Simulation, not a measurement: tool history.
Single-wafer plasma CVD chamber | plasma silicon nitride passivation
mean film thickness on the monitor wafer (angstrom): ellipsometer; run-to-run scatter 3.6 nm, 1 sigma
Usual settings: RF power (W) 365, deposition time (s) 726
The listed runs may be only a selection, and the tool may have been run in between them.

run   hour  RF power (W)  deposition time (s)  wafers since the last listed run  hours since the last RF generator calibration  hours since the showerhead was replaced  hours since the gauge calibration  read-back reference wafer on the same gauge, thickness_nm  mean film thickness on the monitor wafer (angstrom)
  1    0.0           365                  764                                 0                                          497.4                                   7727.8                              133.9                                                    953.627                                             10360.17
  2   18.4           365                  764                                44                                          515.8                                   7746.2                              152.3                                                    953.590                                             10359.24
  3   37.7           365                  726                                46                                          535.1                                   7765.5                              171.6                                                    954.556                                              9843.52
  4   57.2           365                  726                                46                                          554.6                                   7785.0                              191.1                                                    954.450                                              9907.15
  5   78.7           365                  726                                51                                          576.1                                   7806.5                              212.6                                                    953.628                                              9801.30
  6  103.3           365                  726                                59                                          600.7                                   7831.1                              237.2                                                    955.152                                              9877.72
  7  131.4           365                  726                                67                                          628.8                                   7859.2                              265.3                                                    954.886                                              9815.82
  8  145.7           350                  726                                34                                          643.1                                   7873.5                              279.6                                                    954.267                                              9705.80
  9  172.2           350                  726                                63                                          669.6                                   7900.0                              306.1                                                    954.162                                              9677.00
     239.3  -- gauge calibrated
 10  274.1           350                  726                               244                                          771.5                                   8001.9                               34.8                                                    953.906                                              9651.00
     296.8  -- showerhead replaced
 11  297.3           365                  726                                36                                          794.7                                      0.5                               58.0                                                    953.381                                              9710.61
 12  319.6           365                  726                                53                                          817.0                                     22.8                               80.3                                                    954.365                                              9722.76
 13  337.3           305                  769                                42                                          834.7                                     40.5                               98.0                                                    955.333                                              9661.15
 14  391.4           365                  726                               129                                          888.8                                     94.6                              152.1                                                    953.417                                              9730.35

Forecast run 15:
 15  410.6           320                  726                                46                                          908.0                                    113.8                              171.3                                                          ?                                                    ?

read-back reference wafer on the same gauge, thickness_nm: 954.605
mean film thickness on the monitor wafer (angstrom): 9284.01
Take away the tool's hidden state, keep the run-to-run variation as it was, and the same run would have given mean film thickness on the monitor wafer (angstrom) 9551.85.

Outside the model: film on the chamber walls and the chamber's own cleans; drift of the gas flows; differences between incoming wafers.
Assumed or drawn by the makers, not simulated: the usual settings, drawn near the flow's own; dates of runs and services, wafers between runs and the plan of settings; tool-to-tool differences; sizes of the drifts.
